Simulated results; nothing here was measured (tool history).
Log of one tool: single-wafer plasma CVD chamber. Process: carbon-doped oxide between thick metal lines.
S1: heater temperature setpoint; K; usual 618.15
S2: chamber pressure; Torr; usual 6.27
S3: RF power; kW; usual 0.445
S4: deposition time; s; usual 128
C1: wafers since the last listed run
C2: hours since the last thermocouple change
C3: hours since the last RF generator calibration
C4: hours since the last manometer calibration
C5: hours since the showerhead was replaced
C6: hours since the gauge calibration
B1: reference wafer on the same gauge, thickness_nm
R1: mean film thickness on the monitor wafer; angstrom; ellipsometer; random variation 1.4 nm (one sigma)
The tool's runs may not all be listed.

run 1 day=0 | S1=618.15 S2=6.27 S3=0.445 S4=128 | C1=0 C2=1137.4 C3=901.1 C4=619.2 C5=2635.7 C6=475.7 | B1=543.985 | R1=5967.17
run 2 day=2.033 | S1=625.15 S2=7.17 S3=0.445 S4=128 | C1=551 C2=1186.2 C3=949.9 C4=668 C5=2684.5 C6=524.5 | B1=543.991 | R1=5920.88
run 3 day=4.008 | S1=625.15 S2=7.17 S3=0.445 S4=128 | C1=535 C2=1233.6 C3=997.3 C4=715.4 C5=2731.9 C6=571.9 | B1=544.048 | R1=5942.47
run 4 day=5.879 | S1=618.15 S2=6.27 S3=0.445 S4=128 | C1=507 C2=1278.5 C3=1042.2 C4=760.3 C5=2776.8 C6=616.8 | B1=543.733 | R1=5952.66
run 5 day=7.288 | S1=618.15 S2=6.27 S3=0.445 S4=128 | C1=381 C2=1312.3 C3=1076 C4=794.1 C5=2810.6 C6=650.6 | B1=544.173 | R1=5969.09
run 6 day=8.542 | S1=618.15 S2=6.27 S3=0.445 S4=128 | C1=339 C2=1342.4 C3=1106.1 C4=824.2 C5=2840.7 C6=680.7 | B1=543.98 | R1=5958.46
run 7 day=11.358 | S1=618.15 S2=6.27 S3=0.445 S4=128 | C1=763 C2=1410 C3=1173.7 C4=891.8 C5=2908.3 C6=748.3 | B1=543.995 | R1=5938.53
-- day=12.821 showerhead replaced
run 8 day=14.121 | S1=618.15 S2=6.27 S3=0.445 S4=128 | C1=658 C2=1476.3 C3=1240 C4=958.1 C5=31.2 C6=814.6 | B1=543.733 | R1=5938.11
-- day=15.462 capacitance manometer re-zeroed and calibrated
-- day=15.588 RF generator calibrated
run 9 day=16.304 | S1=618.15 S2=6.27 S3=0.445 S4=128 | C1=466 C2=1528.7 C3=17.2 C4=20.2 C5=83.6 C6=867 | B1=543.805 | R1=5974.13
run 10 day=19.083 | S1=618.15 S2=5.41 S3=0.395 S4=120 | C1=753 C2=1595.4 C3=83.9 C4=86.9 C5=150.3 C6=933.7 | B1=544.367 | R1=4882.01
run 11 day=22.025 | S1=625.15 S2=7.17 S3=0.445 S4=128 | C1=797 C2=1666 C3=154.5 C4=157.5 C5=220.9 C6=1004.3 | B1=543.787 | R1=5943.47
run 12 day=24.796 | S1=618.15 S2=7.44 S3=0.445 S4=128 | C1=750 C2=1732.5 C3=221 C4=224 C5=287.4 C6=1070.8 | B1=544.129 | R1=6025.59
run 13 day=27.3 | S1=624.15 S2=6.27 S3=0.445 S4=128 | C1=678 C2=1792.6 C3=281.1 C4=284.1 C5=347.5 C6=1130.9 | B1=544.079 | R1=5880.12
run 14 day=30.167 | S1=618.15 S2=6.27 S3=0.445 S4=128 | C1=776 C2=1861.4 C3=349.9 C4=352.9 C5=416.3 C6=1199.7 | B1=543.851 | R1=5934.59
run 15 day=32.896 | S1=618.15 S2=6.27 S3=0.445 S4=128 | C1=739 C2=1926.9 C3=415.4 C4=418.4 C5=481.8 C6=1265.2 | B1=543.876 | R1=5975.15
run 16 day=35.05 | S1=618.15 S2=6.27 S3=0.445 S4=128 | C1=583 C2=1978.6 C3=467.1 C4=470.1 C5=533.5 C6=1316.9 | B1=543.922 | R1=5940.97
-- day=35.404 thermocouple changed; heater temperature recalibrated
run 17 day=38.021 | S1=618.15 S2=6.98 S3=0.4 S4=128 | C1=714 C2=62.8 C3=538.4 C4=541.4 C5=604.8 C6=1388.2 | B1=543.883 | R1=5473.39
run 18 day=40.533 | S1=618.15 S2=6.27 S3=0.485 S4=128 | C1=680 C2=123.1 C3=598.7 C4=601.7 C5=665.1 C6=1448.5 | B1=544.12 | R1=6502.41
run 19 day=41.742 | S1=618.15 S2=6.27 S3=0.445 S4=128 | C1=327 C2=152.1 C3=627.7 C4=630.7 C5=694.1 C6=1477.5 | B1=544.096 | R1=6035.51
-- day=42.117 gauge calibrated
run 20 day=44.529 | S1=610.15 S2=6.27 S3=0.38 S4=128 | C1=755 C2=219 C3=694.6 C4=697.6 C5=761 C6=57.9 | B1=543.599 | R1=5233.23
run 21 day=46.754 | S1=618.15 S2=6.27 S3=0.445 S4=109 | C1=603 C2=272.4 C3=748 C4=751 C5=814.4 C6=111.3 | B1=544.116 | R1=5127.72
run 22 day=49.571 | S1=618.15 S2=6.27 S3=0.445 S4=128 | C1=763 C2=340 C3=815.6 C4=818.6 C5=882 C6=178.9 | B1=543.696 | R1=6004.86
run 23 day=51.779 | S1=622.15 S2=7.5 S3=0.445 S4=128 | C1=598 C2=393 C3=868.6 C4=871.6 C5=935 C6=231.9 | B1=544.137 | R1=6043.53
run 24 day=53.517 | S1=618.15 S2=6.27 S3=0.445 S4=120 | C1=470 C2=434.7 C3=910.3 C4=913.3 C5=976.7 C6=273.6 | B1=543.911 | R1=5624.27
run 25 day=55.504 | S1=618.15 S2=6.27 S3=0.495 S4=128 | C1=538 C2=482.4 C3=958 C4=961 C5=1024.4 C6=321.3 | B1=543.987 | R1=6544.16
run 26 day=57.542 | S1=623.15 S2=4.71 S3=0.5 S4=103 | C1=552 C2=531.3 C3=1006.9 C4=1009.9 C5=1073.3 C6=370.2 | B1=543.528 | R1=5060.34
-- day=58.912 capacitance manometer re-zeroed and calibrated
run 27 day=59.762 | S1=618.15 S2=6.27 S3=0.445 S4=128 | C1=511 C2=584.6 C3=1060.2 C4=20.4 C5=1126.6 C6=423.5 | B1=544.129 | R1=6049.3
-- day=60.221 RF generator calibrated
run 28 day=61.954 | S1=622.15 S2=6.27 S3=0.445 S4=143 | C1=503 C2=637.2 C3=41.6 C4=73 C5=1179.2 C6=476.1 | B1=543.965 | R1=6687
run 29 day=63.471 | S1=623.15 S2=5.42 S3=0.495 S4=148 | C1=411 C2=673.6 C3=78 C4=109.4 C5=1215.6 C6=512.5 | B1=543.998 | R1=7410.75

Hidden state or all else? Some run-to-run changes of R1, split into what the settings, what came in and random variation would give without the hidden state, and what is left for the hidden state (with any gauge scatter that isn't in both results):
The hidden state here: wafer temperature above the value expected at the setpoint (K); delivered RF power above the setpoint (%); true pressure above the setpoint (%); gauge reads high (%).
Run 9 -> 10: S2 6.27 -> 5.41, S3 0.445 -> 0.395, S4 128 -> 120. R1 -1092.12 angstrom: hidden state +9.59, all else -1101.71.
Run 16 -> 17: S2 6.27 -> 6.98, S3 0.445 -> 0.4, thermocouple changed; heater temperature recalibrated. R1 -467.58 angstrom: hidden state +101.05, all else -568.63.
Run 25 -> 26: S1 618.15 -> 623.15, S2 6.27 -> 4.71, S3 0.495 -> 0.5, S4 128 -> 103. R1 -1483.82 angstrom: hidden state -3.14, all else -1480.68.
Run 26 -> 27: S1 623.15 -> 618.15, S2 4.71 -> 6.27, S3 0.5 -> 0.445, S4 103 -> 128, capacitance manometer re-zeroed and calibrated. R1 +988.96 angstrom: hidden state +55.48, all else +933.48.
